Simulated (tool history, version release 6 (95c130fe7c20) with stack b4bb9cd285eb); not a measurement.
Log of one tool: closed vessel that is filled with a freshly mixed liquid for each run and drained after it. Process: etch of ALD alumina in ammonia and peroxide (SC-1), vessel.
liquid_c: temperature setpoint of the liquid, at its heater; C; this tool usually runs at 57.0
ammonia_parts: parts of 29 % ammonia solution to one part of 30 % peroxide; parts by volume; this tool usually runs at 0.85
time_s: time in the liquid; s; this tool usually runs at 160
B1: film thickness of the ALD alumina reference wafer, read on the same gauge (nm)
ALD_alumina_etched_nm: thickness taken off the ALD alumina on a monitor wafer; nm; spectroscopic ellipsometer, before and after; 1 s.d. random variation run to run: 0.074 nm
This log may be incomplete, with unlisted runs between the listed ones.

run 1 hour=0.0 | liquid_c=57.0 ammonia_parts=0.85 time_s=160 | B1=87.00 | ALD_alumina_etched_nm=9.75
run 2 hour=31.5 | liquid_c=57.0 ammonia_parts=0.85 time_s=160 | B1=86.99 | ALD_alumina_etched_nm=9.70
-- hour=47.8 gauge calibrated
run 3 hour=85.8 | liquid_c=53.0 ammonia_parts=0.85 time_s=160 | B1=90.03 | ALD_alumina_etched_nm=7.98
-- hour=99.6 new drum of ammonia solution connected
run 4 hour=127.3 | liquid_c=53.0 ammonia_parts=0.85 time_s=160 | B1=89.82 | ALD_alumina_etched_nm=8.03
-- hour=133.7 thermometer replaced
run 5 hour=163.4 | liquid_c=57.0 ammonia_parts=0.85 time_s=160 | B1=89.63 | ALD_alumina_etched_nm=9.98
run 6 hour=225.5 | liquid_c=57.0 ammonia_parts=0.85 time_s=160 | B1=89.33 | ALD_alumina_etched_nm=9.95
run 7 hour=266.8 | liquid_c=57.0 ammonia_parts=0.85 time_s=160 | B1=89.20 | ALD_alumina_etched_nm=9.86
run 8 hour=291.1 | liquid_c=62.0 ammonia_parts=1.20 time_s=225 | B1=89.07 | ALD_alumina_etched_nm=18.53
run 9 hour=317.7 | liquid_c=54.0 ammonia_parts=0.50 time_s=100 | B1=89.00 | ALD_alumina_etched_nm=4.96
run 10 hour=384.6 | liquid_c=57.0 ammonia_parts=0.55 time_s=125 | B1=88.79 | ALD_alumina_etched_nm=7.41
-- hour=433.8 ammonia flow meter replaced
run 11 hour=453.5 | liquid_c=57.0 ammonia_parts=0.85 time_s=160 | B1=88.59 | ALD_alumina_etched_nm=9.85
run 12 hour=517.7 | liquid_c=59.5 ammonia_parts=1.15 time_s=240 | B1=88.43 | ALD_alumina_etched_nm=17.35
-- hour=535.8 new drum of ammonia solution connected
run 13 hour=570.4 | liquid_c=66.0 ammonia_parts=0.85 time_s=95 | B1=88.32 | ALD_alumina_etched_nm=9.18
run 14 hour=639.9 | liquid_c=57.0 ammonia_parts=0.85 time_s=160 | B1=88.18 | ALD_alumina_etched_nm=9.74
run 15 hour=694.2 | liquid_c=53.0 ammonia_parts=0.85 time_s=160 | B1=88.09 | ALD_alumina_etched_nm=7.92
run 16 hour=729.6 | liquid_c=57.0 ammonia_parts=1.10 time_s=95 | B1=88.03 | ALD_alumina_etched_nm=5.97
run 17 hour=760.2 | liquid_c=57.0 ammonia_parts=0.85 time_s=160 | B1=88.01 | ALD_alumina_etched_nm=9.79
run 18 hour=829.5 | liquid_c=53.0 ammonia_parts=1.20 time_s=70 | B1=87.89 | ALD_alumina_etched_nm=3.57
run 19 hour=889.9 | liquid_c=51.0 ammonia_parts=0.85 time_s=65 | B1=87.82 | ALD_alumina_etched_nm=2.92
-- hour=926.4 new drum of ammonia solution connected
run 20 hour=952.0 | liquid_c=50.5 ammonia_parts=0.85 time_s=75 | B1=87.78 | ALD_alumina_etched_nm=3.19
run 21 hour=994.3 | liquid_c=50.0 ammonia_parts=0.50 time_s=120 | B1=87.77 | ALD_alumina_etched_nm=4.71
run 22 hour=1049.3 | liquid_c=53.5 ammonia_parts=0.55 time_s=125 | B1=87.70 | ALD_alumina_etched_nm=6.04
run 23 hour=1120.4 | liquid_c=57.0 ammonia_parts=0.85 time_s=160 | B1=87.65 | ALD_alumina_etched_nm=9.82
run 24 hour=1172.1 | liquid_c=57.0 ammonia_parts=0.85 time_s=160 | B1=87.59 | ALD_alumina_etched_nm=9.82
run 25 hour=1242.1 | liquid_c=49.0 ammonia_parts=0.85 time_s=95 | B1=87.55 | ALD_alumina_etched_nm=3.76
run 26 hour=1272.3 | liquid_c=50.5 ammonia_parts=1.00 time_s=85 | B1=87.54 | ALD_alumina_etched_nm=3.68

Predict the results of run 27:
run 27 hour=1315.2 | liquid_c=57.0 ammonia_parts=0.85 time_s=160 | B1=? | ALD_alumina_etched_nm=?

{"run 27": {"B1": 87.54, "ALD_alumina_etched_nm": 9.68}}
With no hidden state in the tool, this same run would have given ALD_alumina_etched_nm 9.95 nm.
